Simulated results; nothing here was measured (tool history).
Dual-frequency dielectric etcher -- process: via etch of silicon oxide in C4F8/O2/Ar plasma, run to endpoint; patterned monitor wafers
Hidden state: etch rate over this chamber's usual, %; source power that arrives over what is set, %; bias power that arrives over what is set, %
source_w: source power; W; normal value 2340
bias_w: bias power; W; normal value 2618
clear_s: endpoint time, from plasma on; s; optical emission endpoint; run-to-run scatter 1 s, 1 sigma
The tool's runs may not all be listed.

| run | day | source_w | bias_w | wafers since the last listed run | hours since the last wet clean | hours since the last source power generator calibration | hours since the last bias power generator calibration | hours since the last upper electrode change | incoming incoming film thickness, nm | clear_s |
|---|---|---|---|---|---|---|---|---|---|---|
| 1 | 0 | 2340 | 2618 | 0 | 269.3 | 3000.8 | 2085 | 2570 | 1250.8 | 231.7 |
| 2 | 1.638 | 2340 | 2618 | 235 | 308.6 | 3040.1 | 2124.3 | 2609.3 | 1242.5 | 230.7 |
| 3 | 3.971 | 2340 | 2618 | 335 | 364.6 | 3096.1 | 2180.3 | 2665.3 | 1238.6 | 232.2 |
| 4 | 6.925 | 2340 | 2618 | 424 | 435.5 | 3167 | 2251.2 | 2736.2 | 1256.5 | 235.8 |
| 5 | 8.825 | 2340 | 2618 | 272 | 481.1 | 3212.6 | 2296.8 | 2781.8 | 1242.7 | 234.3 |
|  | 11.829 | wet clean of the chamber |
| 6 | 11.85 | 2340 | 2235 | 290 | 0.5 | 3285.2 | 2369.4 | 2854.4 | 1233.3 | 235.6 |
| 7 | 14.4 | 2730 | 2618 | 366 | 61.7 | 3346.4 | 2430.6 | 2915.6 | 1247.3 | 214.3 |
| 8 | 17.042 | 2730 | 2618 | 379 | 125.1 | 3409.8 | 2494 | 2979 | 1240.8 | 214.7 |
| 9 | 19.858 | 2730 | 2618 | 404 | 192.7 | 3477.4 | 2561.6 | 3046.6 | 1244.1 | 219.1 |
| 10 | 28.733 | 2680 | 2618 | 1275 | 405.7 | 3690.4 | 2774.6 | 3259.6 | 1241.4 | 222.1 |
| 11 | 29.817 | 2680 | 2618 | 155 | 431.7 | 3716.4 | 2800.6 | 3285.6 | 1236.4 | 219.9 |
| 12 | 32.204 | 2340 | 2618 | 343 | 489 | 3773.7 | 2857.9 | 3342.9 | 1236.4 | 230.8 |
| 13 | 33.471 | 2340 | 2618 | 181 | 519.4 | 3804.1 | 2888.3 | 3373.3 | 1232.5 | 231.6 |
| 14 | 35.742 | 2340 | 2618 | 326 | 573.9 | 3858.6 | 2942.8 | 3427.8 | 1240.7 | 235.1 |
|  | 37.4 | bias power generator calibrated |
|  | 38.983 | wet clean of the chamber |
| 15 | 39.004 | 2340 | 2914 | 301 | 0.5 | 3936.9 | 38.5 | 3506.1 | 1233 | 218.3 |
| 16 | 41.329 | 2340 | 2914 | 334 | 56.3 | 3992.7 | 94.3 | 3561.9 | 1232.9 | 218.7 |
| 17 | 43.229 | 2340 | 3117 | 272 | 101.9 | 4038.3 | 139.9 | 3607.5 | 1239.7 | 219.3 |
| 18 | 44.296 | 2340 | 2618 | 153 | 127.5 | 4063.9 | 165.5 | 3633.1 | 1243.8 | 228.2 |
| 19 | 47.175 | 2340 | 2618 | 413 | 196.6 | 4133 | 234.6 | 3702.2 | 1247.7 | 231.3 |
|  | 49.008 | source power generator calibrated |
| 20 | 49.454 | 2060 | 2911 | 303 | 251.3 | 10.7 | 289.3 | 3756.9 | 1238.3 | 233.8 |
| 21 | 51.279 | 2660 | 2276 | 262 | 295.1 | 54.5 | 333.1 | 3800.7 | 1251 | 228.1 |
| 22 | 52.883 | 2340 | 2618 | 230 | 333.6 | 93 | 371.6 | 3839.2 | 1229.6 | 229.3 |
| 23 | 55.475 | 2340 | 2269 | 372 | 395.8 | 155.2 | 433.8 | 3901.4 | 1244.9 | 241.6 |
| 24 | 57.083 | 2340 | 2618 | 231 | 434.4 | 193.8 | 472.4 | 3940 | 1251.3 | 234.3 |
| 25 | 58.679 | 2030 | 2181 | 229 | 472.7 | 232.1 | 510.7 | 3978.3 | 1247.4 | 255.9 |
| 26 | 60.667 | 2030 | 3023 | 285 | 520.4 | 279.8 | 558.4 | 4026 | 1237.7 | 235.3 |
|  | 62.338 | upper electrode replaced |
| 27 | 64.375 | 2140 | 3088 | 389 | 609.4 | 368.8 | 647.4 | 48.9 | 1247.8 | 233.6 |
|  | 66.092 | wet clean of the chamber |
| 28 | 66.146 | 2340 | 2618 | 110 | 1.3 | 411.3 | 689.9 | 91.4 | 1244 | 226.1 |
| 29 | 72.704 | 2520 | 3075 | 942 | 158.7 | 568.7 | 847.3 | 248.8 | 1247.7 | 214.5 |
| 30 | 75.042 | 2720 | 2122 | 335 | 214.8 | 624.8 | 903.4 | 304.9 | 1239.9 | 227.6 |
| 31 | 77.504 | 2730 | 2618 | 353 | 273.9 | 683.9 | 962.5 | 364 | 1231.3 | 216.4 |
| 32 | 80.483 | 2530 | 2955 | 428 | 345.4 | 755.4 | 1034 | 435.5 | 1236.6 | 217.5 |
| 33 | 83.046 | 2340 | 3117 | 368 | 406.9 | 816.9 | 1095.5 | 497 | 1228.8 | 219.3 |
| 34 | 84.292 | 2690 | 2950 | 178 | 436.8 | 846.8 | 1125.4 | 526.9 | 1249 | 216.6 |
| 35 | 87.083 | 2560 | 2970 | 401 | 503.8 | 913.8 | 1192.4 | 593.9 | 1243.3 | 217.8 |

Exercise: give the hidden state of the tool at every run:
source power that arrives over what is set, %: 0, the same for each run
bias power that arrives over what is set, %: 0, the same for each run
H1: etch rate over this chamber's usual, %
| run | H1 |
|---|---|
| 1 | -1.46 |
| 2 | -1.68 |
| 3 | -2 |
| 4 | -2.4 |
| 5 | -2.66 |
| 6 | 0.128 |
| 7 | -0.22 |
| 8 | -0.582 |
| 9 | -0.967 |
| 10 | -2.18 |
| 11 | -2.33 |
| 12 | -2.66 |
| 13 | -2.83 |
| 14 | -3.14 |
| 15 | 0.288 |
| 16 | -0.0306 |
| 17 | -0.291 |
| 18 | -0.436 |
| 19 | -0.83 |
| 20 | -1.14 |
| 21 | -1.39 |
| 22 | -1.61 |
| 23 | -1.97 |
| 24 | -2.19 |
| 25 | -2.4 |
| 26 | -2.68 |
| 27 | -3.18 |
| 28 | 0.121 |
| 29 | -0.776 |
| 30 | -1.1 |
| 31 | -1.43 |
| 32 | -1.84 |
| 33 | -2.19 |
| 34 | -2.36 |
| 35 | -2.74 |

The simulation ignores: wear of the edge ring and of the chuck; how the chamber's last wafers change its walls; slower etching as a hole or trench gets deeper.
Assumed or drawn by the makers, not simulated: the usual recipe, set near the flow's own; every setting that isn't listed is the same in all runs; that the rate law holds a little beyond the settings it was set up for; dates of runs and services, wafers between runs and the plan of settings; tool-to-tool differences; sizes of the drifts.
